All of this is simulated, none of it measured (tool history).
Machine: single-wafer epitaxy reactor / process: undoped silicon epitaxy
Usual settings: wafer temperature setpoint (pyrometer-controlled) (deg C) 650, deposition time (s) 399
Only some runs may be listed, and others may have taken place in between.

run    hour  wafer temperature setpoint (pyrometer-controlled) (deg C)  deposition time (s)  read-back reference wafer on the same gauge, thickness_nm  mean film thickness on the monitor wafer (angstrom)
  1       0                                                        650                  436                                                     66.123                                                678.8
  2    66.8                                                        650                  436                                                     66.019                                                  676
  3   146.1                                                        650                  399                                                     66.111                                               618.82
  4   194.2                                                        650                  399                                                     66.126                                               617.33
  5   280.8                                                        650                  399                                                     66.155                                               616.83
  6   385.9                                                        650                  370                                                     66.079                                               571.33
      438.1  -- gauge calibrated
  7   468.2                                                        650                  370                                                     66.095                                               570.71
  8   526.3                                                        650                  430                                                     66.188                                               661.26
  9   575.4                                                        650                  430                                                     66.106                                               663.63
      594.7  -- pyrometer calibrated
 10   637.7                                                        650                  436                                                     66.124                                               693.54
 11   687.3                                                        650                  430                                                     66.165                                               679.69
 12     740                                                        645                  336                                                     66.107                                                478.6
 13   823.2                                                        664                  399                                                     66.069                                               832.54
 14   859.6                                                        650                  399                                                     66.063                                               626.28
 15   917.6                                                        639                  399                                                      66.05                                                496.2
 16   995.7                                                        654                  427                                                     66.151                                               728.63
 17  1049.9                                                        650                  399                                                     66.149                                               621.91
 18    1105                                                        657                  360                                                     66.016                                               648.05
 19  1145.4                                                        655                  441                                                     66.038                                                  768

Consider 4 possible next runs. They are alternatives, not a sequence: every one starts from the tool as it was left by run 19. What does each give?
  A  1145.9                                                        650                  369                                                          ?                                                    ?
  B  1145.9                                                        650                  446                                                          ?                                                    ?
  C  1145.9                                                        665                  425                                                          ?                                                    ?
  D  1145.9                                                        650                  362                                                          ?                                                    ?

run  read-back reference wafer on the same gauge, thickness_nm  mean film thickness on the monitor wafer (angstrom)
  A                                                      66.07                                               575.69
  B                                                      66.07                                               695.82
  C                                                      66.07                                                900.9
  D                                                      66.07                                               564.77
Stripped of hidden state, with their random variation kept, the same runs would have yielded:
run  mean film thickness on the monitor wafer (angstrom)
  A                                               585.89
  B                                               708.14
  C                                               916.37
  D                                               574.77
